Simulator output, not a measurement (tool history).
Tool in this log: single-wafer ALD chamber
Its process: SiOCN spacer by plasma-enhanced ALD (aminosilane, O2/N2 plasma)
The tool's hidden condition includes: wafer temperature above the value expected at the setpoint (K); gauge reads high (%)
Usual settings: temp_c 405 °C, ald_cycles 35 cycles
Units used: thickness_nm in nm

| run | hour | temp_c | ald_cycles | wafers since the last listed run | hours since the last thermocouple change | hours since the gauge calibration | read-back reference wafer on the same gauge, thickness_nm | thickness_nm |
|---|---|---|---|---|---|---|---|---|
| 1 | 0.0 | 416 | 35 | 0 | 1518.1 | 333.1 | 2.262 | 1.966 |
| 2 | 48.7 | 405 | 31 | 256 | 1566.8 | 381.8 | 2.262 | 1.794 |
| 3 | 98.4 | 405 | 31 | 261 | 1616.5 | 431.5 | 2.262 | 1.793 |
| 4 | 124.7 | 405 | 35 | 138 | 1642.8 | 457.8 | 2.261 | 2.028 |
| 5 | 160.2 | 405 | 35 | 187 | 1678.3 | 493.3 | 2.261 | 2.031 |
| 6 | 227.0 | 405 | 35 | 352 | 1745.1 | 560.1 | 2.260 | 2.031 |
| 7 | 262.8 | 405 | 35 | 188 | 1780.9 | 595.9 | 2.261 | 2.025 |
| 8 | 305.4 | 405 | 35 | 224 | 1823.5 | 638.5 | 2.260 | 2.037 |
| 9 | 374.6 | 405 | 35 | 364 | 1892.7 | 707.7 | 2.259 | 2.035 |
| 10 | 421.5 | 405 | 35 | 247 | 1939.6 | 754.6 | 2.262 | 2.038 |
| 11 | 473.6 | 405 | 35 | 274 | 1991.7 | 806.7 | 2.261 | 2.016 |
| 12 | 568.7 | 405 | 35 | 501 | 2086.8 | 901.8 | 2.261 | 2.016 |
|  | 645.3 | thermocouple changed; heater temperature recalibrated |
| 13 | 645.8 | 405 | 35 | 364 | 0.5 | 978.9 | 2.260 | 1.997 |
|  | 658.7 | gauge calibrated |
| 14 | 700.9 | 405 | 39 | 290 | 55.6 | 42.2 | 2.259 | 2.218 |
| 15 | 750.8 | 405 | 39 | 263 | 105.5 | 92.1 | 2.260 | 2.235 |
| 16 | 818.5 | 405 | 39 | 356 | 173.2 | 159.8 | 2.261 | 2.224 |
| 17 | 856.6 | 405 | 35 | 200 | 211.3 | 197.9 | 2.261 | 2.011 |
| 18 | 916.1 | 417 | 32 | 313 | 270.8 | 257.4 | 2.260 | 1.759 |
| 19 | 947.0 | 405 | 29 | 162 | 301.7 | 288.3 | 2.260 | 1.656 |
| 20 | 1009.0 | 413 | 35 | 326 | 363.7 | 350.3 | 2.260 | 1.969 |
| 21 | 1040.9 | 401 | 38 | 168 | 395.6 | 382.2 | 2.260 | 2.203 |
| 22 | 1069.6 | 405 | 35 | 151 | 424.3 | 410.9 | 2.261 | 2.016 |
| 23 | 1120.0 | 405 | 35 | 265 | 474.7 | 461.3 | 2.260 | 2.018 |
| 24 | 1155.6 | 417 | 40 | 187 | 510.3 | 496.9 | 2.260 | 2.208 |
| 25 | 1199.3 | 399 | 32 | 230 | 554.0 | 540.6 | 2.262 | 1.861 |
| 26 | 1229.1 | 405 | 35 | 157 | 583.8 | 570.4 | 2.261 | 2.012 |
| 27 | 1279.0 | 418 | 38 | 263 | 633.7 | 620.3 | 2.260 | 2.090 |
| 28 | 1341.7 | 405 | 35 | 330 | 696.4 | 683.0 | 2.261 | 2.008 |
| 29 | 1461.3 | 395 | 32 | 630 | 816.0 | 802.6 | 2.259 | 1.857 |
|  | 1516.5 | gauge calibrated |
| 30 | 1526.5 | 392 | 35 | 343 | 881.2 | 10.0 | 2.260 | 2.031 |
| 31 | 1559.7 | 405 | 35 | 174 | 914.4 | 43.2 | 2.260 | 2.021 |
| 32 | 1623.8 | 405 | 30 | 337 | 978.5 | 107.3 | 2.259 | 1.729 |
| 33 | 1659.3 | 405 | 35 | 187 | 1014.0 | 142.8 | 2.260 | 2.016 |
| 34 | 1683.4 | 414 | 29 | 127 | 1038.1 | 166.9 | 2.262 | 1.624 |

Measured result minus the same run's result without the hidden state. Both carry the same run-to-run variation, though not necessarily the same gauge scatter:
| run | thickness_nm |
|---|---|
| 1 | +0.034 |
| 2 | +0.027 |
| 3 | +0.027 |
| 4 | +0.030 |
| 5 | +0.031 |
| 6 | +0.030 |
| 7 | +0.030 |
| 8 | +0.031 |
| 9 | +0.030 |
| 10 | +0.031 |
| 11 | +0.030 |
| 12 | +0.030 |
| 13 | +0.000 |
| 14 | +0.002 |
| 15 | +0.002 |
| 16 | +0.004 |
| 17 | +0.005 |
| 18 | +0.005 |
| 19 | +0.005 |
| 20 | +0.007 |
| 21 | +0.006 |
| 22 | +0.008 |
| 23 | +0.009 |
| 24 | +0.011 |
| 25 | +0.000 |
| 26 | +0.011 |
| 27 | +0.013 |
| 28 | +0.013 |
| 29 | +0.000 |
| 30 | +0.000 |
| 31 | +0.018 |
| 32 | +0.016 |
| 33 | +0.019 |
| 34 | +0.017 |

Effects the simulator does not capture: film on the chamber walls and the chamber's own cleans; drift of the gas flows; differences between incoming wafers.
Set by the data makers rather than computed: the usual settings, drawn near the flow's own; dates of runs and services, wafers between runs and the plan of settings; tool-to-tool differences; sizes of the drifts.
